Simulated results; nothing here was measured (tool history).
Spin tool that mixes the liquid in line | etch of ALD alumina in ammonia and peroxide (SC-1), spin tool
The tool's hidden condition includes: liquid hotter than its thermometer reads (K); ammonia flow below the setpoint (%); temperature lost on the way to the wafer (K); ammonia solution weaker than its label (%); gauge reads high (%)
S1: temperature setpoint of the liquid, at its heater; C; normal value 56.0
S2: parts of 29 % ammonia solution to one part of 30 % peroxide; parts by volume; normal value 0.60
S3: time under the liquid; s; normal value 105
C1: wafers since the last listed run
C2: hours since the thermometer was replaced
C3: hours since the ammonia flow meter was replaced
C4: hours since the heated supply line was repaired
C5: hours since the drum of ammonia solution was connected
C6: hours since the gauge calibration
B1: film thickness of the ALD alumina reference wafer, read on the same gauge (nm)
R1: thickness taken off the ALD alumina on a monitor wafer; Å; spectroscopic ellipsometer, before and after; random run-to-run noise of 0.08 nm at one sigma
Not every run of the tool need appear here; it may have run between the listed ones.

| run | hour | S1 | S2 | S3 | C1 | C2 | C3 | C4 | C5 | C6 | B1 | R1 |
|---|---|---|---|---|---|---|---|---|---|---|---|---|
| 1 | 0.0 | 56.0 | 0.60 | 105 | 0 | 577.9 | 1781.8 | 643.3 | 21.6 | 761.3 | 139.97 | 90.0 |
|  | 23.4 | ammonia flow meter replaced |
| 2 | 42.7 | 56.0 | 0.60 | 105 | 535 | 620.6 | 19.3 | 686.0 | 64.3 | 804.0 | 139.99 | 92.4 |
| 3 | 89.7 | 60.5 | 0.60 | 105 | 603 | 667.6 | 66.3 | 733.0 | 111.3 | 851.0 | 139.99 | 113.7 |
|  | 113.1 | heated supply line repaired |
| 4 | 147.6 | 60.5 | 0.60 | 105 | 730 | 725.5 | 124.2 | 34.5 | 169.2 | 908.9 | 140.03 | 116.2 |
| 5 | 218.2 | 60.5 | 0.60 | 105 | 905 | 796.1 | 194.8 | 105.1 | 239.8 | 979.5 | 139.99 | 117.8 |
| 6 | 272.4 | 56.0 | 0.60 | 105 | 695 | 850.3 | 249.0 | 159.3 | 294.0 | 1033.7 | 140.00 | 91.9 |
| 7 | 302.5 | 52.0 | 0.45 | 145 | 386 | 880.4 | 279.1 | 189.4 | 324.1 | 1063.8 | 139.99 | 101.6 |
|  | 322.1 | new drum of ammonia solution connected |
|  | 330.4 | gauge calibrated |
| 8 | 372.9 | 63.0 | 0.85 | 105 | 890 | 950.8 | 349.5 | 259.8 | 50.8 | 42.5 | 139.95 | 137.8 |
| 9 | 409.9 | 56.0 | 0.45 | 130 | 474 | 987.8 | 386.5 | 296.8 | 87.8 | 79.5 | 140.01 | 114.4 |
|  | 449.3 | thermometer replaced |
| 10 | 481.9 | 56.0 | 0.60 | 105 | 910 | 32.6 | 458.5 | 368.8 | 159.8 | 151.5 | 140.06 | 89.2 |
| 11 | 516.5 | 48.0 | 0.70 | 85 | 443 | 67.2 | 493.1 | 403.4 | 194.4 | 186.1 | 140.00 | 46.9 |
| 12 | 572.7 | 52.0 | 0.90 | 125 | 721 | 123.4 | 549.3 | 459.6 | 250.6 | 242.3 | 139.99 | 89.0 |
|  | 633.2 | new drum of ammonia solution connected |
| 13 | 643.4 | 63.0 | 0.90 | 55 | 894 | 194.1 | 620.0 | 530.3 | 10.2 | 313.0 | 139.97 | 68.1 |
| 14 | 668.5 | 48.0 | 0.60 | 65 | 322 | 219.2 | 645.1 | 555.4 | 35.3 | 338.1 | 140.05 | 35.0 |
| 15 | 736.3 | 56.0 | 0.40 | 55 | 869 | 287.0 | 712.9 | 623.2 | 103.1 | 405.9 | 139.99 | 45.3 |
|  | 758.5 | heated supply line repaired |
| 16 | 768.6 | 64.0 | 0.40 | 165 | 401 | 319.3 | 745.2 | 10.1 | 135.4 | 438.2 | 140.01 | 201.6 |
| 17 | 794.7 | 52.0 | 0.60 | 170 | 334 | 345.4 | 771.3 | 36.2 | 161.5 | 464.3 | 139.99 | 116.5 |
| 18 | 824.6 | 56.0 | 0.60 | 105 | 383 | 375.3 | 801.2 | 66.1 | 191.4 | 494.2 | 140.04 | 88.5 |
| 19 | 890.0 | 50.0 | 0.60 | 155 | 839 | 440.7 | 866.6 | 131.5 | 256.8 | 559.6 | 140.00 | 97.4 |
| 20 | 923.0 | 50.5 | 0.35 | 65 | 423 | 473.7 | 899.6 | 164.5 | 289.8 | 592.6 | 139.99 | 39.9 |
| 21 | 967.8 | 63.0 | 0.75 | 105 | 574 | 518.5 | 944.4 | 209.3 | 334.6 | 637.4 | 140.01 | 132.6 |
|  | 1006.8 | new drum of ammonia solution connected |
| 22 | 1021.7 | 63.0 | 0.75 | 60 | 678 | 572.4 | 998.3 | 263.2 | 14.9 | 691.3 | 140.03 | 76.9 |
| 23 | 1052.7 | 49.5 | 0.60 | 105 | 397 | 603.4 | 1029.3 | 294.2 | 45.9 | 722.3 | 140.01 | 65.4 |
| 24 | 1115.7 | 56.0 | 0.60 | 105 | 808 | 666.4 | 1092.3 | 357.2 | 108.9 | 785.3 | 139.96 | 92.3 |

Measured minus without-hidden-state, run by run (identical run-to-run variation in each term; gauge scatter may differ):
| run | R1 |
|---|---|
| 1 | +4.0 |
| 2 | +4.4 |
| 3 | +5.7 |
| 4 | +6.3 |
| 5 | +6.9 |
| 6 | +5.9 |
| 7 | +6.9 |
| 8 | +9.4 |
| 9 | +8.5 |
| 10 | +0.6 |
| 11 | +0.5 |
| 12 | +1.3 |
| 13 | +1.3 |
| 14 | +0.8 |
| 15 | +1.2 |
| 16 | +5.3 |
| 17 | +3.6 |
| 18 | +2.9 |
| 19 | +3.8 |
| 20 | +1.6 |
| 21 | +5.4 |
| 22 | +3.4 |
| 23 | +3.4 |
| 24 | +5.0 |

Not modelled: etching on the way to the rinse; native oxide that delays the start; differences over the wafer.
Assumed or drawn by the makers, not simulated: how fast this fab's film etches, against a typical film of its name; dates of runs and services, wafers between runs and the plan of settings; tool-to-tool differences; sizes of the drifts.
